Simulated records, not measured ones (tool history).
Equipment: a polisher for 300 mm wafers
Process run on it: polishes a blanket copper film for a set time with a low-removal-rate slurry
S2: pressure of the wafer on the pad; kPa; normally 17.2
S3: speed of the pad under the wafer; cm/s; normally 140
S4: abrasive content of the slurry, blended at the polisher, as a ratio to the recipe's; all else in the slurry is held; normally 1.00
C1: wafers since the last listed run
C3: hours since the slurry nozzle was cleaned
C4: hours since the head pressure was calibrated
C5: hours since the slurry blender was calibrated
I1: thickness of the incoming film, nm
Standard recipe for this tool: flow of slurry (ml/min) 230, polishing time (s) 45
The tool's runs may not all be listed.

{"run": 1, "hour": 0.0, "flow of slurry (ml/min)": 230, "S2": 17.2, "S3": 140, "S4": 1.0, "polishing time (s)": 45, "C1": 0, "wafers polished on this pad": 1327, "C3": 432.4, "C4": 41.7, "C5": 317.7, "I1": 1362.9, "film removed (Å)": 1830}
{"run": 2, "hour": 57.2, "flow of slurry (ml/min)": 230, "S2": 17.2, "S3": 140, "S4": 1.0, "polishing time (s)": 45, "C1": 574, "wafers polished on this pad": 1901, "C3": 489.6, "C4": 98.9, "C5": 374.9, "I1": 1368.6, "film removed (Å)": 1848}
{"run": 3, "hour": 82.8, "flow of slurry (ml/min)": 230, "S2": 17.2, "S3": 140, "S4": 1.0, "polishing time (s)": 45, "C1": 257, "wafers polished on this pad": 2158, "C3": 515.2, "C4": 124.5, "C5": 400.5, "I1": 1365.1, "film removed (Å)": 1835}
{"hour": 102.7, "done": "slurry nozzle cleaned"}
{"run": 4, "hour": 139.2, "flow of slurry (ml/min)": 230, "S2": 17.2, "S3": 140, "S4": 1.0, "polishing time (s)": 45, "C1": 556, "wafers polished on this pad": 2715, "C3": 36.5, "C4": 180.9, "C5": 456.9, "I1": 1356.7, "film removed (Å)": 1825}
{"hour": 153.9, "done": "slurry blender recalibrated"}
{"run": 5, "hour": 192.2, "flow of slurry (ml/min)": 230, "S2": 17.2, "S3": 140, "S4": 1.0, "polishing time (s)": 45, "C1": 512, "wafers polished on this pad": 3227, "C3": 89.5, "C4": 233.9, "C5": 38.3, "I1": 1358.9, "film removed (Å)": 1765}
{"run": 6, "hour": 236.5, "flow of slurry (ml/min)": 230, "S2": 17.2, "S3": 140, "S4": 1.2, "polishing time (s)": 36, "C1": 445, "wafers polished on this pad": 3672, "C3": 133.8, "C4": 278.2, "C5": 82.6, "I1": 1349.4, "film removed (Å)": 1508}
{"run": 7, "hour": 291.9, "flow of slurry (ml/min)": 230, "S2": 17.2, "S3": 104, "S4": 1.0, "polishing time (s)": 45, "C1": 556, "wafers polished on this pad": 4229, "C3": 189.2, "C4": 333.6, "C5": 138.0, "I1": 1356.2, "film removed (Å)": 1317}
{"hour": 322.3, "done": "worn pad replaced by a new one"}
{"run": 8, "hour": 331.8, "flow of slurry (ml/min)": 230, "S2": 17.2, "S3": 104, "S4": 1.0, "polishing time (s)": 45, "C1": 360, "wafers polished on this pad": 95, "C3": 229.1, "C4": 373.5, "C5": 177.9, "I1": 1352.9, "film removed (Å)": 1411}
{"run": 9, "hour": 379.8, "flow of slurry (ml/min)": 230, "S2": 17.2, "S3": 104, "S4": 1.0, "polishing time (s)": 45, "C1": 482, "wafers polished on this pad": 577, "C3": 277.1, "C4": 421.5, "C5": 225.9, "I1": 1378.5, "film removed (Å)": 1366}
{"hour": 389.9, "done": "head pressure recalibrated"}
{"run": 10, "hour": 431.5, "flow of slurry (ml/min)": 155, "S2": 17.2, "S3": 140, "S4": 0.8, "polishing time (s)": 45, "C1": 499, "wafers polished on this pad": 1076, "C3": 328.8, "C4": 41.6, "C5": 277.6, "I1": 1382.4, "film removed (Å)": 1726}
{"run": 11, "hour": 501.5, "flow of slurry (ml/min)": 210, "S2": 17.2, "S3": 108, "S4": 1.0, "polishing time (s)": 45, "C1": 703, "wafers polished on this pad": 1779, "C3": 398.8, "C4": 111.6, "C5": 347.6, "I1": 1343.1, "film removed (Å)": 1418}
{"run": 12, "hour": 541.9, "flow of slurry (ml/min)": 230, "S2": 17.2, "S3": 140, "S4": 1.0, "polishing time (s)": 45, "C1": 405, "wafers polished on this pad": 2185, "C3": 439.2, "C4": 152.0, "C5": 388.0, "I1": 1352.9, "film removed (Å)": 1857}
{"run": 13, "hour": 593.0, "flow of slurry (ml/min)": 230, "S2": 22.1, "S3": 140, "S4": 1.0, "polishing time (s)": 45, "C1": 513, "wafers polished on this pad": 2698, "C3": 490.3, "C4": 203.1, "C5": 439.1, "I1": 1358.0, "film removed (Å)": 2363}
{"hour": 596.9, "done": "slurry blender recalibrated"}
{"run": 14, "hour": 664.3, "flow of slurry (ml/min)": 260, "S2": 17.2, "S3": 184, "S4": 1.0, "polishing time (s)": 34, "C1": 696, "wafers polished on this pad": 3395, "C3": 561.6, "C4": 274.4, "C5": 67.4, "I1": 1386.5, "film removed (Å)": 1795}
{"hour": 684.1, "done": "slurry nozzle cleaned"}
{"run": 15, "hour": 729.2, "flow of slurry (ml/min)": 230, "S2": 17.2, "S3": 140, "S4": 1.0, "polishing time (s)": 60, "C1": 641, "wafers polished on this pad": 4037, "C3": 45.1, "C4": 339.3, "C5": 132.3, "I1": 1363.4, "film removed (Å)": 2345}
{"hour": 742.8, "done": "worn pad replaced by a new one"}
{"run": 16, "hour": 770.1, "flow of slurry (ml/min)": 230, "S2": 15.2, "S3": 172, "S4": 1.0, "polishing time (s)": 45, "C1": 370, "wafers polished on this pad": 274, "C3": 86.0, "C4": 380.2, "C5": 173.2, "I1": 1361.6, "film removed (Å)": 2072}
{"hour": 891.4, "done": "head pressure recalibrated"}
{"run": 17, "hour": 894.2, "flow of slurry (ml/min)": 265, "S2": 17.2, "S3": 140, "S4": 0.75, "polishing time (s)": 38, "C1": 1226, "wafers polished on this pad": 1501, "C3": 210.1, "C4": 2.8, "C5": 297.3, "I1": 1367.3, "film removed (Å)": 1526}
{"run": 18, "hour": 923.9, "flow of slurry (ml/min)": 230, "S2": 17.2, "S3": 140, "S4": 1.0, "polishing time (s)": 45, "C1": 298, "wafers polished on this pad": 1799, "C3": 239.8, "C4": 32.5, "C5": 327.0, "I1": 1358.0, "film removed (Å)": 1900}
{"run": 19, "hour": 978.0, "flow of slurry (ml/min)": 205, "S2": 22.1, "S3": 118, "S4": 1.0, "polishing time (s)": 45, "C1": 543, "wafers polished on this pad": 2342, "C3": 293.9, "C4": 86.6, "C5": 381.1, "I1": 1352.9, "film removed (Å)": 1961}
{"run": 20, "hour": 1002.9, "flow of slurry (ml/min)": 230, "S2": 17.2, "S3": 140, "S4": 1.0, "polishing time (s)": 45, "C1": 250, "wafers polished on this pad": 2593, "C3": 318.8, "C4": 111.5, "C5": 406.0, "I1": 1350.6, "film removed (Å)": 1843}
{"run": 21, "hour": 1047.9, "flow of slurry (ml/min)": 295, "S2": 17.2, "S3": 140, "S4": 1.0, "polishing time (s)": 33, "C1": 452, "wafers polished on this pad": 3045, "C3": 363.8, "C4": 156.5, "C5": 451.0, "I1": 1382.2, "film removed (Å)": 1332}
{"hour": 1075.9, "done": "slurry blender recalibrated"}
{"run": 22, "hour": 1119.4, "flow of slurry (ml/min)": 230, "S2": 17.2, "S3": 140, "S4": 1.0, "polishing time (s)": 40, "C1": 698, "wafers polished on this pad": 3743, "C3": 435.3, "C4": 228.0, "C5": 43.5, "I1": 1364.9, "film removed (Å)": 1626}
{"hour": 1149.5, "done": "slurry nozzle cleaned"}
{"hour": 1161.6, "done": "worn pad replaced by a new one"}
{"hour": 1306.6, "done": "head pressure recalibrated"}
{"run": 23, "hour": 1310.7, "flow of slurry (ml/min)": 180, "S2": 23.4, "S3": 122, "S4": 1.0, "polishing time (s)": 45, "C1": 1851, "wafers polished on this pad": 1477, "C3": 161.2, "C4": 4.1, "C5": 234.8, "I1": 1360.3, "film removed (Å)": 2108}
{"run": 24, "hour": 1349.3, "flow of slurry (ml/min)": 230, "S2": 17.2, "S3": 140, "S4": 1.2, "polishing time (s)": 52, "C1": 387, "wafers polished on this pad": 1865, "C3": 199.8, "C4": 42.7, "C5": 273.4, "I1": 1377.7, "film removed (Å)": 2236}
{"run": 25, "hour": 1420.8, "flow of slurry (ml/min)": 160, "S2": 17.2, "S3": 140, "S4": 0.7, "polishing time (s)": 39, "C1": 718, "wafers polished on this pad": 2583, "C3": 271.3, "C4": 114.2, "C5": 344.9, "I1": 1362.3, "film removed (Å)": 1428}
{"run": 26, "hour": 1477.3, "flow of slurry (ml/min)": 230, "S2": 17.2, "S3": 104, "S4": 1.0, "polishing time (s)": 45, "C1": 567, "wafers polished on this pad": 3151, "C3": 327.8, "C4": 170.7, "C5": 401.4, "I1": 1345.5, "film removed (Å)": 1333}
{"run": 27, "hour": 1510.2, "flow of slurry (ml/min)": 155, "S2": 13.8, "S3": 118, "S4": 1.0, "polishing time (s)": 45, "C1": 330, "wafers polished on this pad": 3481, "C3": 360.7, "C4": 203.6, "C5": 434.3, "I1": 1372.6, "film removed (Å)": 1179}
{"hour": 1516.1, "done": "slurry blender recalibrated"}
{"run": 28, "hour": 1538.8, "flow of slurry (ml/min)": 230, "S2": 20.0, "S3": 140, "S4": 0.75, "polishing time (s)": 45, "C1": 267, "wafers polished on this pad": 3748, "C3": 389.3, "C4": 232.2, "C5": 22.7, "I1": 1355.3, "film removed (Å)": 1970}
{"hour": 1573.0, "done": "worn pad replaced by a new one"}
{"run": 29, "hour": 1591.1, "flow of slurry (ml/min)": 230, "S2": 22.8, "S3": 140, "S4": 1.25, "polishing time (s)": 32, "C1": 485, "wafers polished on this pad": 181, "C3": 441.6, "C4": 284.5, "C5": 75.0, "I1": 1377.7, "film removed (Å)": 1879}
{"run": 30, "hour": 1630.6, "flow of slurry (ml/min)": 230, "S2": 17.2, "S3": 140, "S4": 1.0, "polishing time (s)": 45, "C1": 396, "wafers polished on this pad": 578, "C3": 481.1, "C4": 324.0, "C5": 114.5, "I1": 1369.4, "film removed (Å)": 1853}
{"run": 31, "hour": 1658.4, "flow of slurry (ml/min)": 170, "S2": 17.2, "S3": 140, "S4": 0.9, "polishing time (s)": 54, "C1": 279, "wafers polished on this pad": 857, "C3": 508.9, "C4": 351.8, "C5": 142.3, "I1": 1368.0, "film removed (Å)": 2135}

List, for all runs, the conditions of the tool that the log does not record:
slurry flow missing at the pad, %: 0 on each run
deviation of the head's pressure from its setpoint, %: 0 on each run
abrasive missing from the slurry, %: 0 on each run
H1: removal rate lost through wear of the pad, %
run=1 H1=3.08
run=2 H1=3.92
run=3 H1=4.29
run=4 H1=5.12
run=5 H1=5.9
run=6 H1=6.56
run=7 H1=7.37
run=8 H1=0.933
run=9 H1=1.64
run=10 H1=2.4
run=11 H1=3.43
run=12 H1=4.02
run=13 H1=4.78
run=14 H1=5.83
run=15 H1=6.78
run=16 H1=0.773
run=17 H1=2.6
run=18 H1=3.04
run=19 H1=3.83
run=20 H1=4.2
run=21 H1=4.86
run=22 H1=5.91
run=23 H1=2.5
run=24 H1=3.06
run=25 H1=4.12
run=26 H1=4.95
run=27 H1=5.43
run=28 H1=5.85
run=29 H1=0.595
run=30 H1=1.18
run=31 H1=1.59
